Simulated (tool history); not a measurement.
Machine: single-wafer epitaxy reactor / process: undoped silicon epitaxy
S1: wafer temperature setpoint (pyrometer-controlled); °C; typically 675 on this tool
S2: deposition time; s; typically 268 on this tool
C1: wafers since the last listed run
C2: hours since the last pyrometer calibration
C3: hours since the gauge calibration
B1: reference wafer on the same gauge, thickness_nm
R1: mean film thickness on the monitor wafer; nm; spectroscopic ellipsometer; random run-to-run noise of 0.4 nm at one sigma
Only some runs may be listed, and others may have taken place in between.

run,hour,S1,S2,C1,C2,C3,B1,R1
1,0.0,675,268,0,1765.8,1163.7,77.520,88.420
2,66.3,675,268,321,1832.1,1230.0,77.508,88.061
3,103.1,675,268,178,1868.9,1266.8,77.477,88.739
4,166.0,675,268,304,1931.8,1329.7,77.560,88.388
5,258.8,675,268,449,2024.6,1422.5,77.566,88.355
6,295.2,680,268,176,2061.0,1458.9,77.434,99.423
7,385.8,680,268,438,2151.6,1549.5,77.596,99.580
8,689.8,675,268,1471,2455.6,1853.5,77.548,89.297
9,747.0,675,242,276,2512.8,1910.7,77.514,80.817
10,823.3,675,242,369,2589.1,1987.0,77.512,80.052
11,875.4,675,242,252,2641.2,2039.1,77.415,80.962
12,921.4,675,268,222,2687.2,2085.1,77.511,88.393
13,963.5,675,268,203,2729.3,2127.2,77.465,88.966
14,1017.5,675,268,261,2783.3,2181.2,77.516,89.257
# hour 1033.1: gauge calibrated
15,1107.8,675,227,437,2873.6,74.7,77.462,75.864
# hour 1158.1: pyrometer calibrated
16,1173.8,675,227,280,15.7,140.7,77.491,71.985
17,1485.5,675,227,1509,327.4,452.4,77.474,73.056
18,1685.5,679,268,968,527.4,652.4,77.554,93.982
19,1725.7,679,268,194,567.6,692.6,77.450,96.292
20,1892.9,675,268,809,734.8,859.8,77.486,86.750
21,1983.9,675,268,440,825.8,950.8,77.583,87.501
22,2061.0,675,268,373,902.9,1027.9,77.462,87.620
23,2121.8,682,220,294,963.7,1088.7,77.461,84.682
24,2174.8,675,236,256,1016.7,1141.7,77.416,76.954
25,2226.9,680,307,252,1068.8,1193.8,77.481,112.451
26,2301.5,671,253,361,1143.4,1268.4,77.449,75.679
27,2395.9,660,268,457,1237.8,1362.8,77.512,61.028
28,2461.2,687,268,316,1303.1,1428.1,77.503,116.429
29,2512.1,689,292,246,1354.0,1479.0,77.547,133.050
30,2604.6,666,268,447,1446.5,1571.5,77.567,71.282
31,2700.0,685,304,461,1541.9,1666.9,77.488,126.133
32,2757.3,675,224,277,1599.2,1724.2,77.477,73.691
33,2815.3,686,268,280,1657.2,1782.2,77.538,113.556
34,2889.9,675,268,361,1731.8,1856.8,77.475,88.518
35,2983.9,660,268,455,1825.8,1950.8,77.564,61.565
36,3089.8,680,216,512,1931.7,2056.7,77.509,80.247
37,3164.9,675,309,363,2006.8,2131.8,77.519,102.265
38,3262.7,666,216,473,2104.6,2229.6,77.429,57.922
39,3324.8,675,268,300,2166.7,2291.7,77.513,89.073
40,3386.4,669,308,298,2228.3,2353.3,77.543,87.997

Below are 3 alternative next runs, each starting from the tool's condition after run 40. Predict each:
A,3386.9,675,216,2,2228.8,2353.8,?,?
B,3386.9,682,312,2,2228.8,2353.8,?,?
C,3386.9,687,308,2,2228.8,2353.8,?,?

run,B1,R1
A,77.587,71.908
B,77.587,122.231
C,77.587,135.321
With no hidden state in the tool, these same runs would have given:
run,R1
A,69.178
B,117.666
C,130.326
